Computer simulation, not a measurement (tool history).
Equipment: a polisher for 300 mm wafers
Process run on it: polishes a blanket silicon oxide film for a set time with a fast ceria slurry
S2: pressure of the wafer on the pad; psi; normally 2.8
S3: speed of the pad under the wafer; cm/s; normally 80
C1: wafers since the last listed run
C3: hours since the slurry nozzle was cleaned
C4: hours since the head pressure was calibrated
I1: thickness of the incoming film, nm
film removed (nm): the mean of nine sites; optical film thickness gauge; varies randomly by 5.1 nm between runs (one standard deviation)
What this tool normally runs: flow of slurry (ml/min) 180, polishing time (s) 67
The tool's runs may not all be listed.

Run 1, hour 0: usual settings but S3 70 cm/s; C1 0; wafers polished on this pad 680; C3 705.4; C4 503.7; I1 2340.3. Result: film removed (nm) 727.7.
Run 2, hour 59: usual settings; C1 552; wafers polished on this pad 1232; C3 764.4; C4 562.7; I1 2359.8. Result: film removed (nm) 833.8.
Run 3, hour 160.5: usual settings; C1 949; wafers polished on this pad 2182; C3 865.9; C4 664.2; I1 2380.3. Result: film removed (nm) 813.5.
At hour 165.3: slurry nozzle cleaned.
Run 4, hour 242.1: usual settings; C1 754; wafers polished on this pad 2936; C3 76.8; C4 745.8; I1 2358.2. Result: film removed (nm) 794.6.
Run 5, hour 349.9: usual settings; C1 1008; wafers polished on this pad 3945; C3 184.6; C4 853.6; I1 2406.9. Result: film removed (nm) 779.7.
At hour 411.5: worn pad replaced by a new one.
Run 6, hour 415: usual settings; C1 571; wafers polished on this pad 32; C3 249.7; C4 918.7; I1 2364.2. Result: film removed (nm) 826.9.
Run 7, hour 451.2: usual settings; C1 338; wafers polished on this pad 371; C3 285.9; C4 954.9; I1 2359.6. Result: film removed (nm) 821.4.
Run 8, hour 524.2: usual settings; C1 683; wafers polished on this pad 1054; C3 358.9; C4 1027.9; I1 2388.1. Result: film removed (nm) 819.2.
At hour 559: head pressure recalibrated.
Run 9, hour 586.9: usual settings; C1 568; wafers polished on this pad 1622; C3 421.6; C4 27.9; I1 2394.4. Result: film removed (nm) 814.4.
Run 10, hour 661.9: usual settings but polishing time (s) 50; C1 701; wafers polished on this pad 2324; C3 496.6; C4 102.9; I1 2382.4. Result: film removed (nm) 596.5.
Run 11, hour 717.6: usual settings but polishing time (s) 50; C1 521; wafers polished on this pad 2846; C3 552.3; C4 158.6; I1 2382.9. Result: film removed (nm) 599.4.
Run 12, hour 795.6: usual settings but polishing time (s) 50; C1 730; wafers polished on this pad 3576; C3 630.3; C4 236.6; I1 2348.6. Result: film removed (nm) 589.7.
Run 13, hour 890.9: usual settings but polishing time (s) 73; C1 891; wafers polished on this pad 4468; C3 725.6; C4 331.9; I1 2372.4. Result: film removed (nm) 840.2.
At hour 922.2: worn pad replaced by a new one.
Run 14, hour 958.8: usual settings; C1 598; wafers polished on this pad 342; C3 793.5; C4 399.8; I1 2426.7. Result: film removed (nm) 813.8.
Run 15, hour 1031.8: usual settings but S2 2.5 psi, polishing time (s) 75; C1 683; wafers polished on this pad 1025; C3 866.5; C4 472.8; I1 2365.6. Result: film removed (nm) 814.1.
At hour 1066.5: slurry nozzle cleaned.
Run 16, hour 1071: usual settings; C1 357; wafers polished on this pad 1383; C3 4.5; C4 512; I1 2396. Result: film removed (nm) 818.4.
Run 17, hour 1137.2: usual settings but flow of slurry (ml/min) 235, S2 3.5 psi, S3 62 cm/s; C1 619; wafers polished on this pad 2003; C3 70.7; C4 578.2; I1 2392.7. Result: film removed (nm) 820.4.
Run 18, hour 1194.7: usual settings; C1 538; wafers polished on this pad 2541; C3 128.2; C4 635.7; I1 2380.5. Result: film removed (nm) 806.5.
Run 19, hour 1247.5: usual settings but flow of slurry (ml/min) 205, S2 2.2 psi, polishing time (s) 83; C1 494; wafers polished on this pad 3035; C3 181; C4 688.5; I1 2375.8. Result: film removed (nm) 777.3.
At hour 1333.8: worn pad replaced by a new one.
Run 20, hour 1351.2: usual settings; C1 933; wafers polished on this pad 162; C3 284.7; C4 792.2; I1 2346.8. Result: film removed (nm) 821.1.
Run 21, hour 1415.4: usual settings but polishing time (s) 83; C1 600; wafers polished on this pad 763; C3 348.9; C4 856.4; I1 2360.8. Result: film removed (nm) 1032.
Run 22, hour 1596.1: usual settings but S2 3.8 psi, S3 68 cm/s; C1 1691; wafers polished on this pad 2455; C3 529.6; C4 1037.1; I1 2363.6. Result: film removed (nm) 938.8.
Run 23, hour 1680.8: usual settings; C1 792; wafers polished on this pad 3247; C3 614.3; C4 1121.8; I1 2411. Result: film removed (nm) 792.6.
At hour 1692.1: head pressure recalibrated.
At hour 1745.2: worn pad replaced by a new one.
Run 24, hour 1774.1: usual settings but flow of slurry (ml/min) 145, S2 3.1 psi, S3 88 cm/s, polishing time (s) 75; C1 817; wafers polished on this pad 270; C3 707.6; C4 82; I1 2413.5. Result: film removed (nm) 1092.5.
At hour 1991.8: slurry nozzle cleaned.
Run 25, hour 2013: usual settings but S3 94 cm/s, polishing time (s) 76; C1 2226; wafers polished on this pad 2497; C3 21.2; C4 320.9; I1 2365.8. Result: film removed (nm) 1069.3.
Run 26, hour 2074: usual settings but S3 68 cm/s; C1 570; wafers polished on this pad 3068; C3 82.2; C4 381.9; I1 2381.6. Result: film removed (nm) 689.4.
Run 27, hour 2137.6: usual settings but S2 2.5 psi, polishing time (s) 75; C1 595; wafers polished on this pad 3663; C3 145.8; C4 445.5; I1 2412.6. Result: film removed (nm) 790.2.
Run 28, hour 2211.7: usual settings but S3 66 cm/s; C1 693; wafers polished on this pad 4357; C3 219.9; C4 519.6; I1 2402. Result: film removed (nm) 645.1.
At hour 2268.4: worn pad replaced by a new one.
Run 29, hour 2314.8: usual settings but polishing time (s) 50; C1 927; wafers polished on this pad 434; C3 323; C4 622.7; I1 2422.2. Result: film removed (nm) 612.1.

Each run again, without the hidden state but with its own random variation kept:
Unlogged tool condition in this case: removal rate lost through wear of the pad, %; slurry flow missing at the pad, %; deviation of the head's pressure from its setpoint, %.
run  film removed (nm)
  1              730.4
  2              840.1
  3              829.9
  4                823
  5              829.9
  6              829.7
  7              824.6
  8              825.4
  9              825.5
 10              611.2
 11              620.6
 12              621.9
 13              912.1
 14              818.7
 15              821.9
 16                829
 17              837.7
 18              831.4
 19                810
 20              823.7
 21             1037.5
 22              963.6
 23              827.9
 24             1095.1
 25             1097.5
 26              716.3
 27              834.1
 28              696.3
 29              614.1
